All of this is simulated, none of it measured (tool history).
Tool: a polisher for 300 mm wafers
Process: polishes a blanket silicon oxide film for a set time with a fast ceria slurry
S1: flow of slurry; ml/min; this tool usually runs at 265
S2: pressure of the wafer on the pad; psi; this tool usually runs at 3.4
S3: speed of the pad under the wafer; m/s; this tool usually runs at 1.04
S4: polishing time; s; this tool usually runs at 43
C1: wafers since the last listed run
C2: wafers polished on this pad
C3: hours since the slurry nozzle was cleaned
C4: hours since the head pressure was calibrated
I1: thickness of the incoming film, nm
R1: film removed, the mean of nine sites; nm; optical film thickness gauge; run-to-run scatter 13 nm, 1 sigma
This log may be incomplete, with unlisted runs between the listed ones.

run     day   S1   S2    S3  S4    C1    C2     C3     C4      I1      R1
  1   0.000  265  3.4  1.04  43     0    92  214.7  104.5  3183.9  1042.4
  2   1.275  265  3.4  1.04  43   433   525  245.3  135.1  3163.7  1034.4
  3   2.038  265  3.4  1.04  43   259   785  263.6  153.4  3216.1  1012.3
      4.817  -- worn pad replaced by a new one
  4   5.196  265  3.4  1.04  43  1017   129  339.4  229.2  3202.3  1035.3
  5   6.025  265  3.4  1.04  43   282   411  359.3  249.1  3144.1  1019.8
  6   7.262  265  3.4  1.04  43   420   832  389.0  278.8  3235.3  1023.2
  7   8.062  265  3.4  1.04  43   272  1104  408.2  298.0  3233.7  1024.3
  8   8.575  265  3.4  1.04  43   174  1278  420.5  310.3  3206.5  1020.6
  9   9.242  265  3.4  1.04  43   226  1505  436.5  326.3  3191.2  1035.3
 10  10.475  265  3.4  1.04  48   419  1925  466.1  355.9  3211.1  1131.4
     10.612  -- slurry nozzle cleaned
     11.171  -- worn pad replaced by a new one
 11  11.396  265  3.4  1.04  48   242    76   18.8  378.0  3218.7  1148.0
 12  12.821  265  3.4  1.04  48   484   561   53.0  412.2  3211.2  1137.9
 13  13.858  205  3.4  1.04  43   352   914   77.9  437.1  3180.0  1016.8
     14.275  -- head pressure recalibrated
 14  15.075  235  3.1  1.14  49   385  1299  107.1   19.2  3167.5  1146.3
 15  16.567  265  3.4  1.04  43   507  1807  142.9   55.0  3149.5  1036.9
 16  17.096  265  2.9  1.04  43   179  1987  155.6   67.7  3206.7   892.5
     17.517  -- worn pad replaced by a new one
 17  18.379  265  4.5  1.04  43   379   293  186.4   98.5  3230.8  1298.8
 18  18.908  265  3.4  1.04  43   179   473  199.1  111.2  3246.0  1037.6
 19  19.517  320  3.4  1.04  48   206   680  213.7  125.8  3240.2  1187.3
 20  20.633  340  4.0  1.04  57   379  1060  240.5  152.6  3148.7  1600.0
 21  21.658  265  2.9  1.04  43   348  1409  265.1  177.2  3167.9   891.4
     22.633  -- worn pad replaced by a new one
 22  23.025  215  4.0  1.40  35   408   133  297.9  210.0  3165.8  1286.9
 23  24.375  265  3.4  1.36  35   459   592  330.3  242.4  3163.5  1072.4
 24  25.696  225  3.4  1.04  43   449  1042  362.0  274.1  3223.1  1029.1
 25  27.004  265  3.4  1.04  43   445  1487  393.4  305.5  3247.0  1015.3
 26  27.808  265  3.4  1.04  43   273  1760  412.7  324.8  3195.8  1024.7
     28.158  -- worn pad replaced by a new one
 27  28.421  305  3.8  0.72  54   151    88  427.4  339.5  3164.4   991.6

What differs in the tool's unlogged condition from the final listed run ahead of each entry between runs to the first listed run following it?
In the gap between runs 3 and 4: worn pad replaced by a new one (day 4.817)
  both runs share identical hidden conditions
In the gap between runs 10 and 11: slurry nozzle cleaned (day 10.612); worn pad replaced by a new one (day 11.171)
  both runs share identical hidden conditions
In the gap between runs 13 and 14: head pressure recalibrated (day 14.275)
  both runs share identical hidden conditions
In the gap between runs 16 and 17: worn pad replaced by a new one (day 17.517)
  both runs share identical hidden conditions
In the gap between runs 21 and 22: worn pad replaced by a new one (day 22.633)
  both runs share identical hidden conditions
In the gap between runs 26 and 27: worn pad replaced by a new one (day 28.158)
  both runs share identical hidden conditions
